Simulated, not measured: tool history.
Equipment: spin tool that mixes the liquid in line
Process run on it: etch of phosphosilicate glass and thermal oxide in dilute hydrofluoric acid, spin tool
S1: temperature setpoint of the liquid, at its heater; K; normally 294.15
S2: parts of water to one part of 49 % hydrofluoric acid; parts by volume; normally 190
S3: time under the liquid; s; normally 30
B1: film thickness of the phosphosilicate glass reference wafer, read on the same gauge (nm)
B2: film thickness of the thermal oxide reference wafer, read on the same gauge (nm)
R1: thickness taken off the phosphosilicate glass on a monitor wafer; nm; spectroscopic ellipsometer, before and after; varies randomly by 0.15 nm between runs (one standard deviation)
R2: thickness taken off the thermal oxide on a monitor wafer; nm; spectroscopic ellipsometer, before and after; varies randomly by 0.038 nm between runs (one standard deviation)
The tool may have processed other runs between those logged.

run 1 hour=0.0 | S1=294.15 S2=135 S3=30 | B1=80.00 B2=70.043 | R1=25.72 R2=0.962
run 2 hour=289.5 | S1=294.15 S2=135 S3=30 | B1=79.99 B2=69.989 | R1=25.86 R2=0.846
-- hour=333.1 gauge calibrated
run 3 hour=348.8 | S1=294.15 S2=135 S3=30 | B1=80.00 B2=70.022 | R1=25.39 R2=0.860
run 4 hour=392.1 | S1=294.15 S2=190 S3=30 | B1=80.01 B2=69.959 | R1=17.02 R2=0.593
run 5 hour=449.1 | S1=294.15 S2=190 S3=30 | B1=80.00 B2=70.004 | R1=16.97 R2=0.629
run 6 hour=491.4 | S1=294.15 S2=190 S3=30 | B1=80.01 B2=70.040 | R1=16.74 R2=0.599
run 7 hour=545.1 | S1=294.15 S2=190 S3=30 | B1=79.99 B2=69.988 | R1=16.74 R2=0.637
run 8 hour=633.9 | S1=294.15 S2=190 S3=30 | B1=80.00 B2=69.990 | R1=16.81 R2=0.597
run 9 hour=726.4 | S1=294.15 S2=190 S3=30 | B1=80.03 B2=69.997 | R1=16.83 R2=0.626
run 10 hour=763.6 | S1=291.15 S2=260 S3=45 | B1=80.00 B2=70.058 | R1=15.30 R2=0.507
run 11 hour=813.1 | S1=296.15 S2=220 S3=45 | B1=79.98 B2=70.048 | R1=22.62 R2=0.892
run 12 hour=914.5 | S1=292.15 S2=135 S3=30 | B1=79.99 B2=70.022 | R1=22.88 R2=0.873
run 13 hour=1009.9 | S1=294.15 S2=250 S3=30 | B1=80.00 B2=70.005 | R1=11.84 R2=0.449
run 14 hour=1052.9 | S1=290.15 S2=280 S3=30 | B1=80.01 B2=69.944 | R1=8.84 R2=0.348
-- hour=1149.8 thermometer replaced
run 15 hour=1153.3 | S1=297.65 S2=190 S3=30 | B1=80.00 B2=69.996 | R1=18.65 R2=0.686
run 16 hour=1220.0 | S1=291.65 S2=190 S3=45 | B1=80.01 B2=69.995 | R1=22.07 R2=0.829
run 17 hour=1273.3 | S1=290.15 S2=240 S3=40 | B1=80.00 B2=69.989 | R1=14.16 R2=0.515
run 18 hour=1414.6 | S1=294.15 S2=190 S3=30 | B1=79.99 B2=70.023 | R1=16.27 R2=0.601
run 19 hour=1520.3 | S1=294.15 S2=125 S3=40 | B1=79.98 B2=69.965 | R1=35.22 R2=1.284
-- hour=1585.8 hydrofluoric acid flow meter replaced
run 20 hour=1610.2 | S1=294.15 S2=190 S3=30 | B1=80.01 B2=70.025 | R1=17.62 R2=0.630
run 21 hour=1708.3 | S1=292.15 S2=235 S3=30 | B1=80.00 B2=69.995 | R1=12.60 R2=0.529
run 22 hour=1792.3 | S1=294.15 S2=190 S3=30 | B1=79.99 B2=69.995 | R1=17.41 R2=0.640
run 23 hour=1881.9 | S1=290.15 S2=120 S3=50 | B1=80.00 B2=70.003 | R1=41.77 R2=1.444
run 24 hour=1981.5 | S1=297.65 S2=215 S3=45 | B1=79.98 B2=69.976 | R1=25.54 R2=0.995
run 25 hour=2266.2 | S1=294.15 S2=265 S3=30 | B1=80.01 B2=69.997 | R1=11.33 R2=0.407
run 26 hour=2317.3 | S1=290.15 S2=105 S3=30 | B1=80.01 B2=69.965 | R1=28.69 R2=1.141
run 27 hour=2355.7 | S1=290.15 S2=190 S3=30 | B1=80.00 B2=69.995 | R1=14.41 R2=0.461

What if the next run were any one of these 3? Each begins from the tool's condition after run 27:
run A hour=2356.1 | S1=294.15 S2=190 S3=25 | B1=? B2=? | R1=? R2=?
run B hour=2356.1 | S1=298.15 S2=190 S3=30 | B1=? B2=? | R1=? R2=?
run C hour=2356.1 | S1=292.15 S2=130 S3=50 | B1=? B2=? | R1=? R2=?

run=A B1=80.02 B2=69.990 R1=14.18 R2=0.508
run=B B1=80.02 B2=69.990 R1=19.76 R2=0.708
run=C B1=80.02 B2=69.990 R1=40.81 R2=1.462
The same runs, with their run-to-run variation unchanged, on a tool lacking any hidden condition would have given:
run=A R1=14.77 R2=0.529
run=B R1=20.60 R2=0.738
run=C R1=42.43 R2=1.520

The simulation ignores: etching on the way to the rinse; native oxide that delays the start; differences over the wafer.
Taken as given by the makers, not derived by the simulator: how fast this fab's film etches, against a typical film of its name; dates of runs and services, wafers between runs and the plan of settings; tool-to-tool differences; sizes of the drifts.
